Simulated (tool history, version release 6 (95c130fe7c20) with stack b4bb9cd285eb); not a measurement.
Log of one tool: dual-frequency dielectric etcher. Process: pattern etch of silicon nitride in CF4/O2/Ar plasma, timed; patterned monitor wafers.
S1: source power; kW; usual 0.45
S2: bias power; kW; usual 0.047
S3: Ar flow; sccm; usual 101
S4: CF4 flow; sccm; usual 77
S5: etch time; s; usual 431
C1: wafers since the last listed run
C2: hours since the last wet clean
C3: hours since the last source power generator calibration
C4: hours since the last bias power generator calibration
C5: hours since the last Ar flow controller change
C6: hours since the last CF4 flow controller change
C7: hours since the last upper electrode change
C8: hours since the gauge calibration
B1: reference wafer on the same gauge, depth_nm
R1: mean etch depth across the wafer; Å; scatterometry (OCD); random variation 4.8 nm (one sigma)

run	hour	S1	S2	S3	S4	S5	C1	C2	C3	C4	C5	C6	C7	C8	B1	R1
1	0	0.45	0.047	101	77	431	0	130.7	1193.7	2037.3	1804.2	2161.9	3791.6	371.3	849.8	6981
2	27	0.45	0.047	101	77	431	89	157.7	1220.7	2064.3	1831.2	2188.9	3818.6	398.3	850.9	6985
3	81.4	0.45	0.047	101	77	431	180	212.1	1275.1	2118.7	1885.6	2243.3	3873	452.7	847.2	7013
4	147.5	0.45	0.047	101	77	431	219	278.2	1341.2	2184.8	1951.7	2309.4	3939.1	518.8	848.4	6925
5	203.5	0.45	0.047	101	77	431	185	334.2	1397.2	2240.8	2007.7	2365.4	3995.1	574.8	848.3	6976
6	234.9	0.45	0.047	101	77	431	104	365.6	1428.6	2272.2	2039.1	2396.8	4026.5	606.2	849.7	6849
7	304.4	0.45	0.047	101	77	431	230	435.1	1498.1	2341.7	2108.6	2466.3	4096	675.7	849.2	6853
# hour 316.3: bias power generator calibrated
8	329.3	0.45	0.047	101	77	431	69	460	1523	13	2133.5	2491.2	4120.9	700.6	850.6	6895
# hour 360.1: source power generator calibrated
# hour 376.5: wet clean of the chamber
# hour 509.4: upper electrode replaced
9	526	0.45	0.047	101	77	431	504	149.5	165.9	209.7	2330.2	2687.9	16.6	897.3	849.2	7047
10	556.9	0.38	0.047	101	88	558.5	102	180.4	196.8	240.6	2361.1	2718.8	47.5	928.2	849.5	8503
# hour 608.5: gauge calibrated
11	616.8	0.45	0.051	111	71	368.5	198	240.3	256.7	300.5	2421	2778.7	107.4	8.3	847.9	6039
12	669.3	0.45	0.052	114	77	431	173	292.8	309.2	353	2473.5	2831.2	159.9	60.8	850	7154
13	698.7	0.45	0.056	101	77	431	97	322.2	338.6	382.4	2502.9	2860.6	189.3	90.2	849.3	7560
# hour 748.6: Ar flow controller replaced
# hour 752.5: CF4 flow controller replaced
14	764.8	0.45	0.047	101	77	431	186	388.3	404.7	448.5	16.2	12.3	255.4	156.3	849.9	6906
15	809.3	0.45	0.047	101	77	431	147	432.8	449.2	493	60.7	56.8	299.9	200.8	847.7	6924
16	872.7	0.53	0.047	101	90	431	210	496.2	512.6	556.4	124.1	120.2	363.3	264.2	850.9	7989
# hour 900.9: wet clean of the chamber
17	942.6	0.45	0.047	85	77	431	152	41.7	582.5	626.3	194	190.1	433.2	334.1	848	7269

Forecast each of these 5 alternatives for the next run:
A	943.1	0.45	0.047	101	77	431	1	42.2	583	626.8	194.5	190.6	433.7	334.6	?	?
B	943.1	0.42	0.047	101	77	353.5	1	42.2	583	626.8	194.5	190.6	433.7	334.6	?	?
C	943.1	0.45	0.035	101	77	348	1	42.2	583	626.8	194.5	190.6	433.7	334.6	?	?
D	943.1	0.36	0.047	87	77	302	1	42.2	583	626.8	194.5	190.6	433.7	334.6	?	?
E	943.1	0.45	0.047	101	77	556	1	42.2	583	626.8	194.5	190.6	433.7	334.6	?	?

run	B1	R1
A	849.5	7017
B	849.5	5513
C	849.5	5032
D	849.5	4367
E	849.5	9052
Without the tool's hidden state the same runs would have given:
run	R1
A	7038
B	5530
C	5047
D	4380
E	9079
